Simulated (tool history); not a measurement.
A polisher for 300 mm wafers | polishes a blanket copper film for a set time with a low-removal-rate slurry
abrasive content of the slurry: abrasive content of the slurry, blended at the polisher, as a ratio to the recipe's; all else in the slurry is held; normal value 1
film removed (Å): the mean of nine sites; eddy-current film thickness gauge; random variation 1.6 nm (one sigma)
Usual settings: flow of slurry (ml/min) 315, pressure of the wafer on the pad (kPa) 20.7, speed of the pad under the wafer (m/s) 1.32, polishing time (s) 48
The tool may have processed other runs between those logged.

run    hour  flow of slurry (ml/min)  pressure of the wafer on the pad (kPa)  speed of the pad under the wafer (m/s)  abrasive content of the slurry  polishing time (s)  incoming thickness of the incoming film, nm  film removed (Å)
  1       0                      315                                    20.7                                    1.32                               1                  48                                       1011.4              1898
  2    54.7                      315                                    20.7                                    1.32                            1.15                  48                                        997.1              1930
  3      99                      315                                    20.7                                    1.32                               1                  48                                       1003.7              1891
  4     144                      315                                    20.7                                    1.32                               1                  48                                       1002.8              1905
  5   207.3                      315                                    20.7                                    1.32                               1                  48                                        994.1              1907
  6   272.2                      315                                    20.7                                    1.32                               1                  48                                        985.7              1897
  7   331.3                      290                                    20.7                                    1.32                               1                  48                                       1001.5              1870
  8   374.8                      315                                    20.7                                    1.32                               1                  48                                        989.5              1903
  9   445.9                      315                                    20.7                                    1.32                               1                  48                                        998.6              1885
 10   480.2                      315                                    20.7                                    1.32                               1                  48                                       1010.8              1885
 11   543.3                      315                                    20.7                                    1.32                               1                  48                                       1012.6              1938
 12   590.7                      315                                    20.7                                    1.32                               1                  48                                         1000              1871
 13     650                      315                                    25.5                                    1.32                               1                  48                                        992.5              2352
 14     694                      315                                    25.5                                    1.32                               1                  48                                        996.4              2341
 15   759.5                      315                                    20.7                                    1.32                               1                  48                                        988.7              1871
 16   815.9                      315                                    20.7                                    1.32                               1                  48                                        989.5              1911
 17     919                      365                                    24.1                                    1.32                             0.7                  65                                        994.5              2895
 18   955.7                      315                                    20.7                                    1.44                               1                  48                                       1013.8              2056
 19   994.7                      365                                    24.1                                    1.32                             0.7                  65                                       1005.3              2895
 20  1043.7                      315                                    20.7                                    1.64                               1                  36                                        997.5              1721
 21    1115                      315                                    20.7                                    1.32                               1                  48                                       1001.1              1911
 22  1182.5                      315                                    20.7                                    1.32                            0.85                  48                                        992.4              1864
 23  1229.9                      315                                    20.7                                    1.32                               1                  48                                       1004.6              1904
 24  1264.7                      210                                    20.7                                    0.96                             1.2                  48                                        999.6              1405
 25  1326.5                      315                                    20.7                                    1.32                               1                  38                                        987.3              1471
 26    1377                      315                                    20.7                                    1.74                            0.85                  48                                       1011.8              2383
 27  1410.9                      315                                    20.7                                    0.88                               1                  48                                       1000.1              1318
 28  1469.2                      315                                    20.7                                    1.32                               1                  48                                        995.9              1891
 29  1525.4                      285                                    26.9                                    1.32                               1                  48                                       1003.7              2465
 30  1561.1                      315                                    27.6                                    1.32                               1                  48                                        991.2              2508
 31  1628.2                      315                                    20.7                                    1.32                             1.1                  48                                        995.8              1916

Not shown: 17 entries that the log had between the listed runs. Between which runs, and how does the tool's hidden state differ before and after?
From run 1 to run 2: slurry blender recalibrated (hour 48.8)
  nothing in the hidden state changes from one run to the other
From run 5 to run 6: slurry nozzle cleaned (hour 271.7)
  nothing in the hidden state changes from one run to the other
From run 6 to run 7: worn pad replaced by a new one (hour 282.6); head pressure recalibrated (hour 283.1)
  nothing in the hidden state changes from one run to the other
From run 8 to run 9: slurry blender recalibrated (hour 409.5)
  nothing in the hidden state changes from one run to the other
From run 12 to run 13: worn pad replaced by a new one (hour 628.4)
  nothing in the hidden state changes from one run to the other
From run 13 to run 14: slurry blender recalibrated (hour 691.5)
  nothing in the hidden state changes from one run to the other
From run 14 to run 15: head pressure recalibrated (hour 717.1); slurry nozzle cleaned (hour 759)
  nothing in the hidden state changes from one run to the other
From run 18 to run 19: worn pad replaced by a new one (hour 967.3); slurry blender recalibrated (hour 991.6)
  nothing in the hidden state changes from one run to the other
From run 21 to run 22: head pressure recalibrated (hour 1122.3)
  nothing in the hidden state changes from one run to the other
From run 24 to run 25: slurry nozzle cleaned (hour 1288); worn pad replaced by a new one (hour 1306.4); slurry blender recalibrated (hour 1310.2)
  nothing in the hidden state changes from one run to the other
From run 28 to run 29: head pressure recalibrated (hour 1518.3)
  nothing in the hidden state changes from one run to the other
From run 30 to run 31: worn pad replaced by a new one (hour 1616)
  nothing in the hidden state changes from one run to the other
